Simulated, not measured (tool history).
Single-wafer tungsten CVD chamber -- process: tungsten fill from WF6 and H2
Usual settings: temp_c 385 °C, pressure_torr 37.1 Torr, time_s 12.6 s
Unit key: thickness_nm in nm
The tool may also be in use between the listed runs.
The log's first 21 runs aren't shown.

run,day,temp_c,pressure_torr,time_s,wafers since the last listed run,hours since the last thermocouple change,hours since the last manometer calibration,hours since the showerhead was replaced,hours since the gauge calibration,"read-back reference wafer on the same gauge, thickness_nm",thickness_nm
22,95.529,399,45.7,10.9,2396,905.9,290.3,228.8,5046.1,30.717,36.075
# day 96.596: gauge calibrated
23,106.208,396,37.1,12.6,5740,1162.2,546.6,485.1,230.7,30.714,35.037
24,109.079,385,37.1,12.6,1543,1231.1,615.5,554.0,299.6,30.735,28.986
25,111.892,385,37.1,12.6,1511,1298.6,683.0,621.5,367.1,30.702,28.850
26,115.625,385,37.1,12.6,2006,1388.2,772.6,711.1,456.7,30.683,28.740
# day 117.204: thermocouple changed; heater temperature recalibrated
27,119.150,385,45.5,12.6,1715,46.7,857.2,795.7,541.3,30.770,33.851
28,121.400,385,32.8,12.6,1209,100.7,911.2,849.7,595.3,30.614,28.564
29,123.758,394,34.2,11.8,1267,157.3,967.8,906.3,651.9,30.697,31.771
30,125.450,395,37.1,11.7,909,197.9,1008.4,946.9,692.5,30.698,33.427
31,129.371,385,30.9,14.0,2107,292.0,1102.5,1041.0,786.6,30.688,30.061
32,133.458,385,37.1,11.9,2197,390.1,1200.6,1139.1,884.7,30.710,28.777
33,135.600,370,37.1,10.6,1151,441.5,1252.0,1190.5,936.1,30.700,19.431
34,139.825,377,28.2,14.9,2271,542.9,1353.4,1291.9,1037.5,30.686,26.179
35,149.529,385,37.1,12.6,5216,775.8,1586.3,1524.8,1270.4,30.728,29.816

Consider 3 possible next runs. They are alternatives, not a sequence: every one starts from the tool as it was left by run 35. What does each give?
A,149.546,385,37.1,12.6,8,776.2,1586.7,1525.2,1270.8,?,?
B,149.546,385,37.1,15.1,8,776.2,1586.7,1525.2,1270.8,?,?
C,149.546,381,30.4,14.2,8,776.2,1586.7,1525.2,1270.8,?,?

run,"read-back reference wafer on the same gauge, thickness_nm",thickness_nm
A,30.716,29.461
B,30.716,35.334
C,30.716,27.598
The same runs, with their run-to-run variation unchanged, on a tool lacking any hidden condition would have given:
run,thickness_nm
A,30.118
B,36.121
C,28.219
